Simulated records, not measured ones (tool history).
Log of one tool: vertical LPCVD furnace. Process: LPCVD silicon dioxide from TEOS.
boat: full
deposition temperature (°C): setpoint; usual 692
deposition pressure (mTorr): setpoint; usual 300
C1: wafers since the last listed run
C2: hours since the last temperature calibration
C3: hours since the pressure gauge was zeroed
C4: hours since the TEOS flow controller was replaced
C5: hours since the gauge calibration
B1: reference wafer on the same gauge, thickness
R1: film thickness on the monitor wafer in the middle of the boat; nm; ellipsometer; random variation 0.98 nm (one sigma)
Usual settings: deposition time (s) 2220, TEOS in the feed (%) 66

{"run": 1, "hour": 0.0, "deposition temperature (°C)": 692, "deposition pressure (mTorr)": 300, "deposition time (s)": 2220, "TEOS in the feed (%)": 66, "C1": 0, "C2": 2021.7, "C3": 2682.1, "C4": 4761.6, "C5": 337.6, "B1": 243.28, "R1": 225.99}
{"run": 2, "hour": 101.3, "deposition temperature (°C)": 692, "deposition pressure (mTorr)": 300, "deposition time (s)": 2220, "TEOS in the feed (%)": 66, "C1": 1082, "C2": 2123, "C3": 2783.4, "C4": 4862.9, "C5": 438.9, "B1": 242.69, "R1": 223.8}
{"run": 3, "hour": 144.7, "deposition temperature (°C)": 700, "deposition pressure (mTorr)": 300, "deposition time (s)": 1890, "TEOS in the feed (%)": 66, "C1": 463, "C2": 2166.4, "C3": 2826.8, "C4": 4906.3, "C5": 482.3, "B1": 242.77, "R1": 230.08}
{"run": 4, "hour": 185.7, "deposition temperature (°C)": 700, "deposition pressure (mTorr)": 300, "deposition time (s)": 1890, "TEOS in the feed (%)": 66, "C1": 438, "C2": 2207.4, "C3": 2867.8, "C4": 4947.3, "C5": 523.3, "B1": 242.83, "R1": 232.11}
{"run": 5, "hour": 235.8, "deposition temperature (°C)": 688, "deposition pressure (mTorr)": 300, "deposition time (s)": 2220, "TEOS in the feed (%)": 66, "C1": 535, "C2": 2257.5, "C3": 2917.9, "C4": 4997.4, "C5": 573.4, "B1": 243.07, "R1": 205.84}
{"run": 6, "hour": 299.6, "deposition temperature (°C)": 688, "deposition pressure (mTorr)": 300, "deposition time (s)": 2220, "TEOS in the feed (%)": 66, "C1": 681, "C2": 2321.3, "C3": 2981.7, "C4": 5061.2, "C5": 637.2, "B1": 243.3, "R1": 206.7}
{"run": 7, "hour": 390.3, "deposition temperature (°C)": 692, "deposition pressure (mTorr)": 300, "deposition time (s)": 2220, "TEOS in the feed (%)": 66, "C1": 969, "C2": 2412, "C3": 3072.4, "C4": 5151.9, "C5": 727.9, "B1": 242.93, "R1": 227.51}
{"run": 8, "hour": 449.7, "deposition temperature (°C)": 692, "deposition pressure (mTorr)": 300, "deposition time (s)": 2220, "TEOS in the feed (%)": 66, "C1": 634, "C2": 2471.4, "C3": 3131.8, "C4": 5211.3, "C5": 787.3, "B1": 243.22, "R1": 227.62}
{"run": 9, "hour": 556.3, "deposition temperature (°C)": 692, "deposition pressure (mTorr)": 280, "deposition time (s)": 2220, "TEOS in the feed (%)": 57, "C1": 1139, "C2": 2578, "C3": 3238.4, "C4": 5317.9, "C5": 893.9, "B1": 242.99, "R1": 204.49}
{"run": 10, "hour": 631.1, "deposition temperature (°C)": 692, "deposition pressure (mTorr)": 300, "deposition time (s)": 2220, "TEOS in the feed (%)": 66, "C1": 799, "C2": 2652.8, "C3": 3313.2, "C4": 5392.7, "C5": 968.7, "B1": 243.34, "R1": 227.2}
{"hour": 655.3, "done": "TEOS flow controller replaced"}
{"run": 11, "hour": 694.9, "deposition temperature (°C)": 692, "deposition pressure (mTorr)": 300, "deposition time (s)": 2220, "TEOS in the feed (%)": 66, "C1": 425, "C2": 2716.6, "C3": 3377, "C4": 39.6, "C5": 1032.5, "B1": 242.66, "R1": 228.34}
{"hour": 729.8, "done": "pressure gauge zeroed"}
{"hour": 801.1, "done": "thermocouples replaced and temperature profile calibrated"}
{"run": 12, "hour": 801.6, "deposition temperature (°C)": 681, "deposition pressure (mTorr)": 300, "deposition time (s)": 2220, "TEOS in the feed (%)": 70, "C1": 627, "C2": 0.5, "C3": 71.8, "C4": 146.3, "C5": 1139.2, "B1": 242.57, "R1": 189.63}
{"run": 13, "hour": 899.1, "deposition temperature (°C)": 692, "deposition pressure (mTorr)": 300, "deposition time (s)": 2220, "TEOS in the feed (%)": 66, "C1": 1041, "C2": 98, "C3": 169.3, "C4": 243.8, "C5": 1236.7, "B1": 243.18, "R1": 236.92}
{"run": 14, "hour": 1000.5, "deposition temperature (°C)": 692, "deposition pressure (mTorr)": 300, "deposition time (s)": 2220, "TEOS in the feed (%)": 66, "C1": 1083, "C2": 199.4, "C3": 270.7, "C4": 345.2, "C5": 1338.1, "B1": 242.91, "R1": 241.11}
{"run": 15, "hour": 1062.8, "deposition temperature (°C)": 684, "deposition pressure (mTorr)": 300, "deposition time (s)": 2220, "TEOS in the feed (%)": 54, "C1": 665, "C2": 261.7, "C3": 333, "C4": 407.5, "C5": 1400.4, "B1": 243.36, "R1": 180.56}
{"run": 16, "hour": 1134.4, "deposition temperature (°C)": 692, "deposition pressure (mTorr)": 300, "deposition time (s)": 3000, "TEOS in the feed (%)": 66, "C1": 765, "C2": 333.3, "C3": 404.6, "C4": 479.1, "C5": 1472, "B1": 243.04, "R1": 327.47}
{"run": 17, "hour": 1226.2, "deposition temperature (°C)": 692, "deposition pressure (mTorr)": 300, "deposition time (s)": 2220, "TEOS in the feed (%)": 56, "C1": 980, "C2": 425.1, "C3": 496.4, "C4": 570.9, "C5": 1563.8, "B1": 243.1, "R1": 220.59}
{"run": 18, "hour": 1311.9, "deposition temperature (°C)": 700, "deposition pressure (mTorr)": 280, "deposition time (s)": 1890, "TEOS in the feed (%)": 66, "C1": 915, "C2": 510.8, "C3": 582.1, "C4": 656.6, "C5": 1649.5, "B1": 243.13, "R1": 238.33}
{"run": 19, "hour": 1386.6, "deposition temperature (°C)": 692, "deposition pressure (mTorr)": 300, "deposition time (s)": 2220, "TEOS in the feed (%)": 66, "C1": 798, "C2": 585.5, "C3": 656.8, "C4": 731.3, "C5": 1724.2, "B1": 242.86, "R1": 240.5}
{"run": 20, "hour": 1473.8, "deposition temperature (°C)": 692, "deposition pressure (mTorr)": 300, "deposition time (s)": 2220, "TEOS in the feed (%)": 66, "C1": 931, "C2": 672.7, "C3": 744, "C4": 818.5, "C5": 1811.4, "B1": 243.03, "R1": 239.29}
{"run": 21, "hour": 1538.7, "deposition temperature (°C)": 701, "deposition pressure (mTorr)": 360, "deposition time (s)": 2220, "TEOS in the feed (%)": 78, "C1": 693, "C2": 737.6, "C3": 808.9, "C4": 883.4, "C5": 1876.3, "B1": 242.89, "R1": 353.63}
{"run": 22, "hour": 1592.0, "deposition temperature (°C)": 692, "deposition pressure (mTorr)": 300, "deposition time (s)": 2220, "TEOS in the feed (%)": 58, "C1": 569, "C2": 790.9, "C3": 862.2, "C4": 936.7, "C5": 1929.6, "B1": 242.65, "R1": 228.65}
{"hour": 1655.6, "done": "thermocouples replaced and temperature profile calibrated, repeated, since the last time left the tool worse"}
{"run": 23, "hour": 1656.1, "deposition temperature (°C)": 692, "deposition pressure (mTorr)": 300, "deposition time (s)": 2220, "TEOS in the feed (%)": 66, "C1": 428, "C2": 0.5, "C3": 926.3, "C4": 1000.8, "C5": 1993.7, "B1": 242.83, "R1": 217.55}
{"run": 24, "hour": 1728.6, "deposition temperature (°C)": 692, "deposition pressure (mTorr)": 300, "deposition time (s)": 2220, "TEOS in the feed (%)": 66, "C1": 774, "C2": 73, "C3": 998.8, "C4": 1073.3, "C5": 2066.2, "B1": 242.84, "R1": 217.57}
{"hour": 1743.0, "done": "gauge calibrated"}
{"run": 25, "hour": 1821.2, "deposition temperature (°C)": 686, "deposition pressure (mTorr)": 345, "deposition time (s)": 1380, "TEOS in the feed (%)": 73, "C1": 989, "C2": 165.6, "C3": 1091.4, "C4": 1165.9, "C5": 78.2, "B1": 242.97, "R1": 132.09}
{"run": 26, "hour": 1898.6, "deposition temperature (°C)": 692, "deposition pressure (mTorr)": 260, "deposition time (s)": 2220, "TEOS in the feed (%)": 66, "C1": 827, "C2": 243, "C3": 1168.8, "C4": 1243.3, "C5": 155.6, "B1": 243.12, "R1": 203.33}
{"run": 27, "hour": 1948.6, "deposition temperature (°C)": 692, "deposition pressure (mTorr)": 340, "deposition time (s)": 2220, "TEOS in the feed (%)": 69, "C1": 534, "C2": 293, "C3": 1218.8, "C4": 1293.3, "C5": 205.6, "B1": 242.89, "R1": 237.39}
{"run": 28, "hour": 2030.6, "deposition temperature (°C)": 692, "deposition pressure (mTorr)": 345, "deposition time (s)": 2220, "TEOS in the feed (%)": 54, "C1": 876, "C2": 375, "C3": 1300.8, "C4": 1375.3, "C5": 287.6, "B1": 243.09, "R1": 214.12}
{"run": 29, "hour": 2347.7, "deposition temperature (°C)": 698, "deposition pressure (mTorr)": 335, "deposition time (s)": 2220, "TEOS in the feed (%)": 59, "C1": 3388, "C2": 692.1, "C3": 1617.9, "C4": 1692.4, "C5": 604.7, "B1": 243.21, "R1": 253.06}
{"run": 30, "hour": 2425.6, "deposition temperature (°C)": 692, "deposition pressure (mTorr)": 300, "deposition time (s)": 2220, "TEOS in the feed (%)": 66, "C1": 832, "C2": 770, "C3": 1695.8, "C4": 1770.3, "C5": 682.6, "B1": 243.2, "R1": 220.24}
{"run": 31, "hour": 2471.8, "deposition temperature (°C)": 692, "deposition pressure (mTorr)": 300, "deposition time (s)": 2220, "TEOS in the feed (%)": 66, "C1": 493, "C2": 816.2, "C3": 1742, "C4": 1816.5, "C5": 728.8, "B1": 243.22, "R1": 220.29}
{"run": 32, "hour": 2560.6, "deposition temperature (°C)": 692, "deposition pressure (mTorr)": 330, "deposition time (s)": 2220, "TEOS in the feed (%)": 59, "C1": 948, "C2": 905, "C3": 1830.8, "C4": 1905.3, "C5": 817.6, "B1": 242.82, "R1": 216.81}

Forecast each of these 3 alternatives for the next run:
{"run": "A", "hour": 2565.1, "deposition temperature (°C)": 695, "deposition pressure (mTorr)": 300, "deposition time (s)": 2220, "TEOS in the feed (%)": 66, "C1": 48, "C2": 909.5, "C3": 1835.3, "C4": 1909.8, "C5": 822.1, "B1": "?", "R1": "?"}
{"run": "B", "hour": 2565.1, "deposition temperature (°C)": 692, "deposition pressure (mTorr)": 245, "deposition time (s)": 1620, "TEOS in the feed (%)": 62, "C1": 48, "C2": 909.5, "C3": 1835.3, "C4": 1909.8, "C5": 822.1, "B1": "?", "R1": "?"}
{"run": "C", "hour": 2565.1, "deposition temperature (°C)": 692, "deposition pressure (mTorr)": 240, "deposition time (s)": 1620, "TEOS in the feed (%)": 66, "C1": 48, "C2": 909.5, "C3": 1835.3, "C4": 1909.8, "C5": 822.1, "B1": "?", "R1": "?"}

run=A B1=242.78 R1=236.94
run=B B1=242.78 R1=141.12
run=C B1=242.78 R1=144.11
Without the tool's hidden state the same runs would have given:
run=A R1=230.69
run=B R1=137.38
run=C R1=140.29
